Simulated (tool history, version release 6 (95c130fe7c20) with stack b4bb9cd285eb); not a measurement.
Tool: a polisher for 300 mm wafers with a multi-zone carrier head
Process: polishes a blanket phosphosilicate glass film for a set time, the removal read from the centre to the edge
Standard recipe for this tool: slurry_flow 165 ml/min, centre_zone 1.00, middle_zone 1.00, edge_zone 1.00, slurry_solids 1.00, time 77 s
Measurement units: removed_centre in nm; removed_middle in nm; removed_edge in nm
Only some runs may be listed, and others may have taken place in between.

run,day,slurry_flow,centre_zone,middle_zone,edge_zone,slurry_solids,time,"incoming thickness of the incoming film, nm",removed_centre,removed_middle,removed_edge
1,0.000,180,1.00,1.00,1.00,1.00,77,3278.3,490.0,493.6,516.9
# day 0.229: worn pad replaced by a new one
2,0.579,180,1.00,1.00,1.00,1.00,77,3227.2,491.2,481.8,509.3
3,1.096,120,1.00,1.00,1.08,1.00,77,3220.7,422.5,437.0,484.9
4,1.429,105,1.00,1.00,1.05,1.00,77,3251.7,392.7,413.5,451.5
5,1.746,165,1.07,1.09,0.88,1.00,96,3273.4,620.7,632.6,579.0
6,2.300,165,1.00,1.00,1.00,1.00,77,3249.2,457.9,463.5,492.6
# day 2.533: slurry nozzle cleaned
7,3.029,165,1.03,1.00,1.00,1.00,77,3250.6,503.7,495.1,510.1
8,3.654,165,1.00,1.00,1.00,1.30,77,3205.7,572.2,583.0,603.8
9,4.208,125,0.92,1.00,1.06,1.20,77,3240.1,476.2,520.1,563.6
10,4.738,130,1.00,1.00,1.00,0.75,77,3219.0,380.0,374.2,396.5
# day 5.254: worn pad replaced by a new one
11,5.683,165,1.00,1.00,1.00,1.00,77,3293.3,495.3,493.9,523.5
12,6.304,165,1.00,1.00,1.00,1.15,66,3228.3,458.8,452.7,477.3
13,6.721,190,1.00,1.00,1.00,1.00,77,3278.5,509.5,502.6,519.9
14,7.262,165,1.00,1.00,1.00,1.00,50,3257.3,321.2,327.9,338.3
15,7.992,165,1.00,0.89,1.00,0.85,77,3211.2,437.6,405.8,456.2
16,8.475,145,0.92,0.94,1.00,1.30,77,3240.3,503.2,517.7,579.6
17,8.983,145,1.05,1.00,1.00,1.00,77,3256.6,498.5,483.8,513.4
18,9.292,165,0.95,1.00,1.00,1.00,77,3297.7,470.1,484.0,505.2
# day 9.862: worn pad replaced by a new one
19,9.883,165,0.90,0.88,0.92,1.00,77,3309.6,442.7,443.1,493.3
20,10.075,165,1.00,1.00,1.00,1.00,77,3231.3,490.0,494.6,516.7
21,10.429,165,1.00,1.00,1.08,1.00,77,3218.0,487.8,480.5,528.1
22,11.146,165,1.00,1.00,1.00,1.00,77,3240.3,492.5,477.5,510.0
23,11.808,165,1.00,0.94,1.00,1.00,77,3254.8,483.5,459.0,511.0

Alternative continuations, all from the tool just after run 23; predict every row:
A,11.825,165,1.00,1.00,1.00,1.00,77,3280.7,?,?,?
B,11.825,165,1.00,1.11,1.00,0.75,53,3280.7,?,?,?
C,11.825,110,1.00,1.00,1.00,1.00,70,3280.7,?,?,?

run,removed_centre,removed_middle,removed_edge
A,480.7,478.6,509.7
B,264.5,286.0,279.9
C,381.1,386.1,427.0
With the hidden condition removed and each run's random variation left untouched, the same runs would have given:
run,removed_centre,removed_middle,removed_edge
A,500.6,496.2,523.1
B,275.5,296.5,287.2
C,406.4,408.2,443.2
